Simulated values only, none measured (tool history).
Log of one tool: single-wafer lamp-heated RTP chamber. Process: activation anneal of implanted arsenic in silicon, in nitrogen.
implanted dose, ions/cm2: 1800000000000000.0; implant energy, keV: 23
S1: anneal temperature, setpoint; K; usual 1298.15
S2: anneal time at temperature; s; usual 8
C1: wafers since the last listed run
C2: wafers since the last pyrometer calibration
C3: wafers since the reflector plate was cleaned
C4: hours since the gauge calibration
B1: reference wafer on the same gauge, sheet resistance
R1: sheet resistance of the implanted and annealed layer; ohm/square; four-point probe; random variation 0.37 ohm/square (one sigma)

Run 1, day 0: usual settings but S1 1319.15 K, S2 7 s; C1 0; C2 6477; C3 6477; C4 1106; B1 127.96. Result: R1 104.49 ohm/square.
Run 2, day 6.483: usual settings; C1 2491; C2 8969; C3 8969; C4 1261.6; B1 127.96. Result: R1 109.27 ohm/square.
At day 7.946: pyrometer window cleaned and pyrometer calibrated.
Run 3, day 9.3: usual settings; C1 954; C2 520; C3 9923; C4 1329.2; B1 128.14. Result: R1 108.67 ohm/square.
Run 4, day 11.783: usual settings; C1 954; C2 1475; C3 10878; C4 1388.8; B1 128.05. Result: R1 108.05 ohm/square.
At day 12.729: reflector plate cleaned.
Run 5, day 14.046: usual settings but S1 1310.15 K; C1 741; C2 2216; C3 505; C4 1443.1; B1 127.87. Result: R1 106.83 ohm/square.
Run 6, day 17.296: usual settings but S1 1306.15 K; C1 1248; C2 3465; C3 1754; C4 1521.1; B1 127.99. Result: R1 107.25 ohm/square.
Run 7, day 19.104: usual settings but S1 1306.15 K; C1 694; C2 4160; C3 2449; C4 1564.5; B1 127.99. Result: R1 107.82 ohm/square.
Run 8, day 23.242: usual settings but S1 1306.15 K; C1 1589; C2 5750; C3 4039; C4 1663.8; B1 127.98. Result: R1 107.42 ohm/square.
At day 29.596: pyrometer window cleaned and pyrometer calibrated.
Run 9, day 33.521: usual settings but S1 1311.15 K; C1 3822; C2 1508; C3 7861; C4 1910.5; B1 128.08. Result: R1 104.95 ohm/square.
Run 10, day 37.588: usual settings but S1 1311.15 K; C1 1562; C2 3071; C3 9424; C4 2008.1; B1 127.91. Result: R1 104.75 ohm/square.
Run 11, day 40.342: usual settings; C1 1058; C2 4129; C3 10482; C4 2074.2; B1 128.12. Result: R1 108.03 ohm/square.
Run 12, day 42.412: usual settings; C1 795; C2 4925; C3 11278; C4 2123.9; B1 128.07. Result: R1 108.33 ohm/square.
At day 44.175: reflector plate cleaned.
Run 13, day 46.838: usual settings; C1 1572; C2 6498; C3 1022; C4 2230.1; B1 127.94. Result: R1 110.54 ohm/square.
Run 14, day 50.758: usual settings; C1 1506; C2 8004; C3 2529; C4 2324.2; B1 127.94. Result: R1 111.15 ohm/square.
Run 15, day 53.421: usual settings but S1 1313.15 K; C1 1023; C2 9027; C3 3552; C4 2388.1; B1 128.2. Result: R1 104.86 ohm/square.
At day 54.842: pyrometer window cleaned and pyrometer calibrated.
Run 16, day 55.058: usual settings but S1 1271.15 K, S2 6 s; C1 501; C2 83; C3 4053; C4 2427.4; B1 127.97. Result: R1 122.91 ohm/square.
Run 17, day 57.442: usual settings; C1 915; C2 999; C3 4969; C4 2484.6; B1 127.99. Result: R1 110.46 ohm/square.
At day 58.892: gauge calibrated.
Run 18, day 60.088: usual settings but S1 1318.15 K, S2 5 s; C1 1016; C2 2016; C3 5986; C4 28.7; B1 127.97. Result: R1 109.14 ohm/square.
Run 19, day 63.342: usual settings but S1 1274.15 K, S2 7 s; C1 1250; C2 3267; C3 7236; C4 106.8; B1 128.02. Result: R1 119.88 ohm/square.
Run 20, day 65.283: usual settings; C1 746; C2 4013; C3 7982; C4 153.4; B1 127.89. Result: R1 109.13 ohm/square.
Run 21, day 69.104: usual settings but S1 1313.15 K, S2 9 s; C1 1468; C2 5481; C3 9451; C4 245.1; B1 127.88. Result: R1 102.45 ohm/square.
Run 22, day 72.346: usual settings but S1 1313.15 K, S2 5 s; C1 1245; C2 6727; C3 10696; C4 322.9; B1 127.98. Result: R1 109.26 ohm/square.
At day 73.571: reflector plate cleaned.
Run 23, day 76.612: usual settings but S1 1284.15 K; C1 1511; C2 8238; C3 1168; C4 425.3; B1 128.07. Result: R1 115.99 ohm/square.
At day 77.754: pyrometer window cleaned and pyrometer calibrated.
Run 24, day 78.146: usual settings; C1 461; C2 149; C3 1630; C4 462.1; B1 127.98. Result: R1 110.3 ohm/square.
Run 25, day 80.871: usual settings but S1 1290.15 K; C1 1047; C2 1196; C3 2677; C4 527.5; B1 128.09. Result: R1 113.21 ohm/square.
Run 26, day 86.825: usual settings but S1 1317.15 K, S2 12 s; C1 2288; C2 3484; C3 4965; C4 670.4; B1 127.99. Result: R1 98.45 ohm/square.
Run 27, day 90.504: usual settings but S2 10 s; C1 1413; C2 4898; C3 6379; C4 758.7; B1 128.05. Result: R1 106.92 ohm/square.
Run 28, day 92.646: usual settings but S2 11 s; C1 823; C2 5721; C3 7202; C4 810.1; B1 127.91. Result: R1 105.51 ohm/square.
Run 29, day 96.171: usual settings but S1 1268.15 K, S2 11 s; C1 1354; C2 7076; C3 8556; C4 894.7; B1 128.03. Result: R1 117.05 ohm/square.

Forecast each of these 3 alternatives for the next run:
Run A, day 96.188: usual settings but S1 1317.15 K; C1 6; C2 7082; C3 8563; C4 895.1; B1 ?. Result: R1 ?.
Run B, day 96.188: usual settings but S1 1315.15 K, S2 4 s; C1 6; C2 7082; C3 8563; C4 895.1; B1 ?. Result: R1 ?.
Run C, day 96.188: usual settings but S1 1307.15 K, S2 9 s; C1 6; C2 7082; C3 8563; C4 895.1; B1 ?. Result: R1 ?.

run      B1      R1
  A  127.99  102.66
  B  127.99  111.69
  C  127.99  104.68
Without the tool's hidden state the same runs would have given:
run      R1
  A  104.12
  B  113.04
  C  106.17
